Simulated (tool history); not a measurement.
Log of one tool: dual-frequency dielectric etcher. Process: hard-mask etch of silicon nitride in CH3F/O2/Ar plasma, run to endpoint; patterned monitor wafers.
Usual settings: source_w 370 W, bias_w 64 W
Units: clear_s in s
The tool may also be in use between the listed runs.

run   hour  source_w  bias_w  wafers since the last listed run  hours since the last wet clean  hours since the last source power generator calibration  hours since the last bias power generator calibration  hours since the last upper electrode change  incoming incoming film thickness, nm  clear_s
  1      0       370      64                                 0                             136                                                     4209                                                 3260.8                                       4902.8                                  52.3     85.4
  2   19.1       370      64                               198                           155.1                                                   4228.1                                                 3279.9                                       4921.9                                  52.1     84.4
  3   27.3       370      64                                85                           163.3                                                   4236.3                                                 3288.1                                       4930.1                                  51.9     84.3
  4     36       370      64                                90                             172                                                     4245                                                 3296.8                                       4938.8                                  52.2     84.7
  5     53       370      64                               176                             189                                                     4262                                                 3313.8                                       4955.8                                  52.1     84.2
  6   62.1       330      64                                94                           198.1                                                   4271.1                                                 3322.9                                       4964.9                                  52.5       89
  7   75.6       330      64                               139                           211.6                                                   4284.6                                                 3336.4                                       4978.4                                  52.5     88.9
  8   91.9       370      64                               169                           227.9                                                   4300.9                                                 3352.7                                       4994.7                                  52.2     84.6
  9  104.6       370      64                               131                           240.6                                                   4313.6                                                 3365.4                                       5007.4                                  52.3       84
 10  122.6       440      64                               186                           258.6                                                   4331.6                                                 3383.4                                       5025.4                                  52.2     77.7
 11  138.2       440      64                               161                           274.2                                                   4347.2                                                   3399                                         5041                                  51.2     76.1
 12  153.4       370      64                               157                           289.4                                                   4362.4                                                 3414.2                                       5056.2                                  52.6     84.6
     183.2  -- wet clean of the chamber
 13  183.7       370      64                                65                             0.5                                                   4392.7                                                 3444.5                                       5086.5                                  52.4     86.6
 14  184.1       370      64                                 4                             0.9                                                   4393.1                                                 3444.9                                       5086.9                                  52.4     87.1
 15  184.4       370      64                                 3                             1.2                                                   4393.4                                                 3445.2                                       5087.2                                  51.9       86
     190.7  -- bias power generator calibrated
 16  191.7       370      56                                34                             8.5                                                   4400.7                                                      1                                       5094.5                                  52.4     89.9
 17  206.9       370      56                               157                            23.7                                                   4415.9                                                   16.2                                       5109.7                                  52.5     89.7
 18  218.1       400      64                               116                            34.9                                                   4427.1                                                   27.4                                       5120.9                                  52.6     83.9
 19  231.7       370      78                               141                            48.5                                                   4440.7                                                     41                                       5134.5                                  51.8     80.1
     256.6  -- upper electrode replaced
 20  257.1       400      64                                14                            73.9                                                   4466.1                                                   66.4                                          0.5                                    53     84.5
 21  257.4       370      52                                 3                            74.2                                                   4466.4                                                   66.7                                          0.8                                  52.5     91.6
 22  264.5       420      51                                73                            81.3                                                   4473.5                                                   73.8                                          7.9                                  51.7     85.3
     278.2  -- source power generator calibrated
 23  278.8       370      71                               106                            95.6                                                      0.6                                                   88.1                                         22.2                                  52.4     83.1
 24  293.8       370      64                               155                           110.6                                                     15.6                                                  103.1                                         37.2                                  52.6     86.1
 25    304       420      51                               105                           120.8                                                     25.8                                                  113.3                                         47.4                                  52.6       86
 26  319.7       370      58                               162                           136.5                                                     41.5                                                    129                                         63.1                                  52.3       87
 27  335.5       370      64                               163                           152.3                                                     57.3                                                  144.8                                         78.9                                  52.3     85.2
 28  349.5       300      69                               145                           166.3                                                     71.3                                                  158.8                                         92.9                                  52.7     90.6
 29  359.6       300      54                               104                           176.4                                                     81.4                                                  168.9                                          103                                  53.1       98
 30  365.8       370      71                                64                           182.6                                                     87.6                                                  175.1                                        109.2                                  51.9     81.1
 31  383.5       310      70                               183                           200.3                                                    105.3                                                  192.8                                        126.9                                    52     87.5
 32  391.6       300      70                                83                           208.4                                                    113.4                                                  200.9                                          135                                  51.6     88.4
 33  405.8       310      64                               147                           222.6                                                    127.6                                                  215.1                                        149.2                                  52.4     90.2
 34  423.7       370      64                               185                           240.5                                                    145.5                                                    233                                        167.1                                  52.4     84.5

What the log doesn't show, run by run:
source power that arrives over what is set, %: 0 in every run
bias power that arrives over what is set, %: 0 in every run
H1: etch rate over this chamber's usual, %
run        H1
  1     0.778
  2      1.05
  3      1.17
  4      1.29
  5      1.54
  6      1.67
  7      1.86
  8      2.09
  9      2.28
 10      2.53
 11      2.76
 12      2.98
 13    -0.689
 14    -0.683
 15    -0.679
 16    -0.574
 17    -0.356
 18    -0.196
 19  -0.00104
 20     0.363
 21     0.367
 22     0.469
 23     0.674
 24     0.889
 25      1.03
 26      1.26
 27      1.49
 28      1.69
 29      1.83
 30      1.92
 31      2.17
 32      2.29
 33      2.49
 34      2.75

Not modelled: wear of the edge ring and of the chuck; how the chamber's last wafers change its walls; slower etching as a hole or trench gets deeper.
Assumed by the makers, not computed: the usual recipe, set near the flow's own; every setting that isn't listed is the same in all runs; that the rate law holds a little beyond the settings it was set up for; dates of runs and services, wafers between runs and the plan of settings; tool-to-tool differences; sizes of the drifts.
